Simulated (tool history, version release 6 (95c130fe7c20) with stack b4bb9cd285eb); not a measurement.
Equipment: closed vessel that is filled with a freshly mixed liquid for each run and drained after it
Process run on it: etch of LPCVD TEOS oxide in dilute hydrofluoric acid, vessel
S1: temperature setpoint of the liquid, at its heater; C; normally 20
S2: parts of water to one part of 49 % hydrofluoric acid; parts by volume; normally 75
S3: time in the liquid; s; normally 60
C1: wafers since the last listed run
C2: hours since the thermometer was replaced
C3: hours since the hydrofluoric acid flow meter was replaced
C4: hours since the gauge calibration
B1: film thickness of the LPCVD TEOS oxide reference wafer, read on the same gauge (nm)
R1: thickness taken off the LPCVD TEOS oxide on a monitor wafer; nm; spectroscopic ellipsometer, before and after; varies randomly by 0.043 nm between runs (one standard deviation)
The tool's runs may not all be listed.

run	hour	S1	S2	S3	C1	C2	C3	C4	B1	R1
1	0.0	23	75	60	0	1463.6	1970.7	128.6	109.97	15.38
2	6.4	23	75	60	710	1470.0	1977.1	135.0	110.02	15.50
3	22.7	23	75	60	1810	1486.3	1993.4	151.3	109.97	15.44
4	36.7	20	75	60	1555	1500.3	2007.4	165.3	110.01	13.66
5	50.8	20	75	60	1566	1514.4	2021.5	179.4	109.96	13.71
6	66.9	20	95	60	1788	1530.5	2037.6	195.5	110.03	10.58
7	80.1	20	95	60	1466	1543.7	2050.8	208.7	110.03	10.50
8	86.9	20	75	80	755	1550.5	2057.6	215.5	110.02	18.13
9	99.4	20	75	80	1388	1563.0	2070.1	228.0	110.01	18.13
10	116.0	20	75	80	1843	1579.6	2086.7	244.6	110.02	18.12
11	131.8	20	75	60	1754	1595.4	2102.5	260.4	110.03	13.58
# hour 133.8: thermometer replaced
12	146.2	20	75	60	1488	12.4	2116.9	274.8	109.96	14.86
13	156.4	20	50	60	1132	22.6	2127.1	285.0	110.00	22.78
14	171.7	20	115	60	1699	37.9	2142.4	300.3	109.97	9.27
# hour 180.9: gauge calibrated
# hour 181.3: hydrofluoric acid flow meter replaced
15	186.7	20	75	60	1555	52.9	5.4	5.8	110.02	12.90
16	201.3	20	100	75	1621	67.5	20.0	20.4	109.98	11.86
17	210.5	20	40	30	1021	76.7	29.2	29.6	110.03	12.72
18	219.8	23	75	60	1032	86.0	38.5	38.9	109.97	14.69
19	250.5	20	45	60	3409	116.7	69.2	69.6	110.03	22.28
20	258.1	24	110	95	844	124.3	76.8	77.2	109.98	15.79
21	267.5	17	40	60	1044	133.7	86.2	86.6	110.03	22.11
22	281.8	17	35	80	1588	148.0	100.5	100.9	110.03	34.05
23	288.9	17	75	40	788	155.1	107.6	108.0	109.99	7.64
24	297.0	23	110	35	899	163.2	115.7	116.1	110.05	5.59
25	312.9	24	90	60	1766	179.1	131.6	132.0	110.04	12.51

The same runs without the tool's hidden state, with the same run-to-run variation:
The hidden state here: liquid colder than its thermometer reads (K); hydrofluoric acid flow above the setpoint (%); gauge reads high (%).
run	R1
1	14.72
2	14.84
3	14.79
4	13.12
5	13.17
6	10.13
7	10.05
8	17.42
9	17.42
10	17.41
11	13.05
12	13.10
13	20.15
14	8.13
15	12.99
16	11.94
17	12.82
18	14.79
19	22.45
20	15.87
21	22.30
22	34.35
23	7.69
24	5.62
25	12.57

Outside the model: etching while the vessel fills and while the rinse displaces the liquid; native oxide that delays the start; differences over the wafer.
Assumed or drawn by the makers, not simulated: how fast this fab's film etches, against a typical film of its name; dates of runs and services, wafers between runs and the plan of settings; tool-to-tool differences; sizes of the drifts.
